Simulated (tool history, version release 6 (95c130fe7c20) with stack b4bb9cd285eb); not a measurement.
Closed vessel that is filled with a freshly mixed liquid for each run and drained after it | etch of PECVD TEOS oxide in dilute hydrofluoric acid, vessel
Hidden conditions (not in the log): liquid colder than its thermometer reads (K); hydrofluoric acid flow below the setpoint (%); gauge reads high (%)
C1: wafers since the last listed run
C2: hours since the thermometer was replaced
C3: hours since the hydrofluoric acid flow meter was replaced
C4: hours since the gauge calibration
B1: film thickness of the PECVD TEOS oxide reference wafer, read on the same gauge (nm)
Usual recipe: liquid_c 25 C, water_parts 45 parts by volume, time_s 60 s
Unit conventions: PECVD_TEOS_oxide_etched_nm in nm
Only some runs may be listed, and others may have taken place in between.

{"run": 1, "hour": 0.0, "liquid_c": 25, "water_parts": 45, "time_s": 60, "C1": 0, "C2": 562.8, "C3": 1263.5, "C4": 173.8, "B1": 70.04, "PECVD_TEOS_oxide_etched_nm": 16.96}
{"run": 2, "hour": 15.8, "liquid_c": 25, "water_parts": 45, "time_s": 60, "C1": 1757, "C2": 578.6, "C3": 1279.3, "C4": 189.6, "B1": 69.97, "PECVD_TEOS_oxide_etched_nm": 16.83}
{"run": 3, "hour": 31.7, "liquid_c": 22, "water_parts": 55, "time_s": 60, "C1": 1768, "C2": 594.5, "C3": 1295.2, "C4": 205.5, "B1": 69.96, "PECVD_TEOS_oxide_etched_nm": 12.04}
{"run": 4, "hour": 43.1, "liquid_c": 22, "water_parts": 55, "time_s": 60, "C1": 1267, "C2": 605.9, "C3": 1306.6, "C4": 216.9, "B1": 70.01, "PECVD_TEOS_oxide_etched_nm": 12.2}
{"run": 5, "hour": 63.4, "liquid_c": 22, "water_parts": 55, "time_s": 60, "C1": 2257, "C2": 626.2, "C3": 1326.9, "C4": 237.2, "B1": 69.98, "PECVD_TEOS_oxide_etched_nm": 12.18}
{"run": 6, "hour": 80.4, "liquid_c": 25, "water_parts": 45, "time_s": 60, "C1": 1890, "C2": 643.2, "C3": 1343.9, "C4": 254.2, "B1": 69.98, "PECVD_TEOS_oxide_etched_nm": 16.73}
{"hour": 88.1, "done": "thermometer replaced"}
{"run": 7, "hour": 125.3, "liquid_c": 25, "water_parts": 45, "time_s": 60, "C1": 4881, "C2": 37.2, "C3": 1388.8, "C4": 299.1, "B1": 69.96, "PECVD_TEOS_oxide_etched_nm": 18.27}
{"run": 8, "hour": 134.1, "liquid_c": 25, "water_parts": 45, "time_s": 50, "C1": 978, "C2": 46, "C3": 1397.6, "C4": 307.9, "B1": 70.01, "PECVD_TEOS_oxide_etched_nm": 15.24}
{"run": 9, "hour": 141.2, "liquid_c": 25, "water_parts": 55, "time_s": 60, "C1": 789, "C2": 53.1, "C3": 1404.7, "C4": 315, "B1": 70.01, "PECVD_TEOS_oxide_etched_nm": 14.66}
{"run": 10, "hour": 152.5, "liquid_c": 23, "water_parts": 45, "time_s": 45, "C1": 1256, "C2": 64.4, "C3": 1416, "C4": 326.3, "B1": 70, "PECVD_TEOS_oxide_etched_nm": 12.5}
{"run": 11, "hour": 160.0, "liquid_c": 23, "water_parts": 45, "time_s": 45, "C1": 834, "C2": 71.9, "C3": 1423.5, "C4": 333.8, "B1": 70.01, "PECVD_TEOS_oxide_etched_nm": 12.52}
{"run": 12, "hour": 169.4, "liquid_c": 25, "water_parts": 45, "time_s": 60, "C1": 1045, "C2": 81.3, "C3": 1432.9, "C4": 343.2, "B1": 69.98, "PECVD_TEOS_oxide_etched_nm": 17.97}
{"run": 13, "hour": 175.6, "liquid_c": 25, "water_parts": 45, "time_s": 60, "C1": 689, "C2": 87.5, "C3": 1439.1, "C4": 349.4, "B1": 70.03, "PECVD_TEOS_oxide_etched_nm": 18.3}
{"hour": 192.0, "done": "hydrofluoric acid flow meter replaced"}
{"run": 14, "hour": 192.5, "liquid_c": 25, "water_parts": 45, "time_s": 45, "C1": 1768, "C2": 104.4, "C3": 0.5, "C4": 366.3, "B1": 70.03, "PECVD_TEOS_oxide_etched_nm": 13.54}
{"run": 15, "hour": 204.8, "liquid_c": 21.5, "water_parts": 45, "time_s": 80, "C1": 1367, "C2": 116.7, "C3": 12.8, "C4": 378.6, "B1": 70.02, "PECVD_TEOS_oxide_etched_nm": 20.77}
{"run": 16, "hour": 219.4, "liquid_c": 23, "water_parts": 35, "time_s": 45, "C1": 1623, "C2": 131.3, "C3": 27.4, "C4": 393.2, "B1": 70.02, "PECVD_TEOS_oxide_etched_nm": 15.9}
{"run": 17, "hour": 229.3, "liquid_c": 28, "water_parts": 45, "time_s": 60, "C1": 1100, "C2": 141.2, "C3": 37.3, "C4": 403.1, "B1": 69.98, "PECVD_TEOS_oxide_etched_nm": 20.34}
{"run": 18, "hour": 276.0, "liquid_c": 25, "water_parts": 45, "time_s": 60, "C1": 5193, "C2": 187.9, "C3": 84, "C4": 449.8, "B1": 69.98, "PECVD_TEOS_oxide_etched_nm": 18.11}
{"run": 19, "hour": 287.6, "liquid_c": 25, "water_parts": 45, "time_s": 60, "C1": 1289, "C2": 199.5, "C3": 95.6, "C4": 461.4, "B1": 70.02, "PECVD_TEOS_oxide_etched_nm": 17.91}
{"run": 20, "hour": 302.8, "liquid_c": 25, "water_parts": 45, "time_s": 60, "C1": 1690, "C2": 214.7, "C3": 110.8, "C4": 476.6, "B1": 70.01, "PECVD_TEOS_oxide_etched_nm": 17.56}
{"run": 21, "hour": 312.2, "liquid_c": 22.5, "water_parts": 45, "time_s": 40, "C1": 1045, "C2": 224.1, "C3": 120.2, "C4": 486, "B1": 70, "PECVD_TEOS_oxide_etched_nm": 10.46}
{"run": 22, "hour": 321.0, "liquid_c": 22, "water_parts": 55, "time_s": 60, "C1": 978, "C2": 232.9, "C3": 129, "C4": 494.8, "B1": 69.98, "PECVD_TEOS_oxide_etched_nm": 12.42}
{"run": 23, "hour": 338.0, "liquid_c": 23, "water_parts": 45, "time_s": 60, "C1": 1890, "C2": 249.9, "C3": 146, "C4": 511.8, "B1": 70.02, "PECVD_TEOS_oxide_etched_nm": 16.32}
{"run": 24, "hour": 351.3, "liquid_c": 28.5, "water_parts": 45, "time_s": 60, "C1": 1479, "C2": 263.2, "C3": 159.3, "C4": 525.1, "B1": 69.99, "PECVD_TEOS_oxide_etched_nm": 20.48}
{"run": 25, "hour": 361.7, "liquid_c": 28, "water_parts": 45, "time_s": 70, "C1": 1156, "C2": 273.6, "C3": 169.7, "C4": 535.5, "B1": 69.97, "PECVD_TEOS_oxide_etched_nm": 23.57}
{"hour": 362.7, "done": "gauge calibrated"}
{"run": 26, "hour": 375.4, "liquid_c": 25, "water_parts": 45, "time_s": 60, "C1": 1523, "C2": 287.3, "C3": 183.4, "C4": 12.7, "B1": 69.98, "PECVD_TEOS_oxide_etched_nm": 17.7}
{"run": 27, "hour": 383.5, "liquid_c": 27, "water_parts": 55, "time_s": 60, "C1": 900, "C2": 295.4, "C3": 191.5, "C4": 20.8, "B1": 70.03, "PECVD_TEOS_oxide_etched_nm": 15.38}
{"run": 28, "hour": 400.2, "liquid_c": 27, "water_parts": 45, "time_s": 60, "C1": 1857, "C2": 312.1, "C3": 208.2, "C4": 37.5, "B1": 69.98, "PECVD_TEOS_oxide_etched_nm": 19.49}
{"run": 29, "hour": 407.8, "liquid_c": 28, "water_parts": 50, "time_s": 95, "C1": 845, "C2": 319.7, "C3": 215.8, "C4": 45.1, "B1": 70.04, "PECVD_TEOS_oxide_etched_nm": 27.84}
{"run": 30, "hour": 430.8, "liquid_c": 22, "water_parts": 30, "time_s": 35, "C1": 2557, "C2": 342.7, "C3": 238.8, "C4": 68.1, "B1": 70.05, "PECVD_TEOS_oxide_etched_nm": 13.69}
{"run": 31, "hour": 448.6, "liquid_c": 28.5, "water_parts": 30, "time_s": 50, "C1": 1979, "C2": 360.5, "C3": 256.6, "C4": 85.9, "B1": 69.99, "PECVD_TEOS_oxide_etched_nm": 25.64}
{"run": 32, "hour": 462.9, "liquid_c": 25, "water_parts": 45, "time_s": 60, "C1": 1590, "C2": 374.8, "C3": 270.9, "C4": 100.2, "B1": 70.02, "PECVD_TEOS_oxide_etched_nm": 17.48}
{"run": 33, "hour": 478.6, "liquid_c": 25, "water_parts": 50, "time_s": 90, "C1": 1745, "C2": 390.5, "C3": 286.6, "C4": 115.9, "B1": 70.02, "PECVD_TEOS_oxide_etched_nm": 23.51}

Some steps in PECVD_TEOS_oxide_etched_nm, run to run, broken into two amounts with sign: the step expected even without the hidden condition (settings, incoming material, random variation), and the rest, left for the hidden condition together with whatever gauge scatter is not in both the measured and the hidden-condition-free result:
Run 6 -> 7: thermometer replaced. PECVD_TEOS_oxide_etched_nm +1.54 nm: hidden state +1.48, all else +0.06.
Run 28 -> 29: liquid_c 27 -> 28, water_parts 45 -> 50, time_s 60 -> 95. PECVD_TEOS_oxide_etched_nm +8.35 nm: hidden state -0.37, all else +8.72.
Run 29 -> 30: liquid_c 28 -> 22, water_parts 50 -> 30, time_s 95 -> 35. PECVD_TEOS_oxide_etched_nm -14.15 nm: hidden state +0.54, all else -14.69.
Run 30 -> 31: liquid_c 22 -> 28.5, time_s 35 -> 50. PECVD_TEOS_oxide_etched_nm +11.95 nm: hidden state -0.61, all else +12.56.
